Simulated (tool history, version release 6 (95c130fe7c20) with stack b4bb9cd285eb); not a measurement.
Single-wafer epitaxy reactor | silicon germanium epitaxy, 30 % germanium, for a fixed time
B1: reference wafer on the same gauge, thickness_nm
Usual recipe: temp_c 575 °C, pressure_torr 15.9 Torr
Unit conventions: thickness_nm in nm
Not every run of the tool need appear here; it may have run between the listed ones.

Run 1, hour 0: usual settings but pressure_torr 18.8 Torr; B1 29.06. Result: thickness_nm 33.981 nm.
Run 2, hour 69.7: usual settings; B1 29.09. Result: thickness_nm 31.718 nm.
Run 3, hour 124: usual settings; B1 29.089. Result: thickness_nm 31.426 nm.
Run 4, hour 197.8: usual settings but pressure_torr 13.2 Torr; B1 29.121. Result: thickness_nm 28.748 nm.
Run 5, hour 276.5: usual settings but pressure_torr 13.2 Torr; B1 29.087. Result: thickness_nm 28.697 nm.
Run 6, hour 346.8: usual settings but pressure_torr 13.2 Torr; B1 29.066. Result: thickness_nm 28.926 nm.
Run 7, hour 383: usual settings but temp_c 570 °C; B1 29.091. Result: thickness_nm 27.971 nm.
At hour 539.2: pyrometer calibrated.
At hour 583.4: capacitance manometer re-zeroed and calibrated.
Run 8, hour 624.8: usual settings but temp_c 570 °C; B1 29.083. Result: thickness_nm 28.685 nm.
Run 9, hour 674.9: usual settings but temp_c 565 °C; B1 29.129. Result: thickness_nm 25.611 nm.
At hour 831.5: gauge calibrated.
Run 10, hour 930.8: usual settings; B1 29.119. Result: thickness_nm 32.203 nm.
Run 11, hour 975.9: usual settings but temp_c 570 °C; B1 29.047. Result: thickness_nm 28.918 nm.
Run 12, hour 1053.3: usual settings but temp_c 582 °C; B1 29.068. Result: thickness_nm 37.508 nm.
At hour 1088.6: showerhead replaced.
Run 13, hour 1099.4: usual settings but pressure_torr 14.1 Torr; B1 29.119. Result: thickness_nm 30.232 nm.
Run 14, hour 1193.6: usual settings but temp_c 581 °C, pressure_torr 18.5 Torr; B1 29.068. Result: thickness_nm 39.374 nm.
Run 15, hour 1254.2: usual settings but temp_c 590 °C, pressure_torr 18.5 Torr; B1 29.109. Result: thickness_nm 47.372 nm.
Run 16, hour 1325.4: usual settings; B1 29.118. Result: thickness_nm 32.154 nm.
Run 17, hour 1539: usual settings but temp_c 579 °C, pressure_torr 13.3 Torr; B1 29.068. Result: thickness_nm 31.903 nm.

Some steps in thickness_nm between neighbouring runs. How much of each would the tool show without its hidden state too (settings, what came in, random variation), and how much is left for the hidden state, with any gauge scatter that isn't in both results?
Unlogged tool condition in this case: wafer temperature above the value expected at the setpoint (K); true pressure above the setpoint (%); gauge reads high (%).
Run 7 -> 8: pyrometer calibrated, capacitance manometer re-zeroed and calibrated. thickness_nm +0.714 nm: hidden state +0.737, all else -0.023.
Run 15 -> 16: temp_c 590 -> 575, pressure_torr 18.5 -> 15.9. thickness_nm -15.218 nm: hidden state -0.013, all else -15.205.
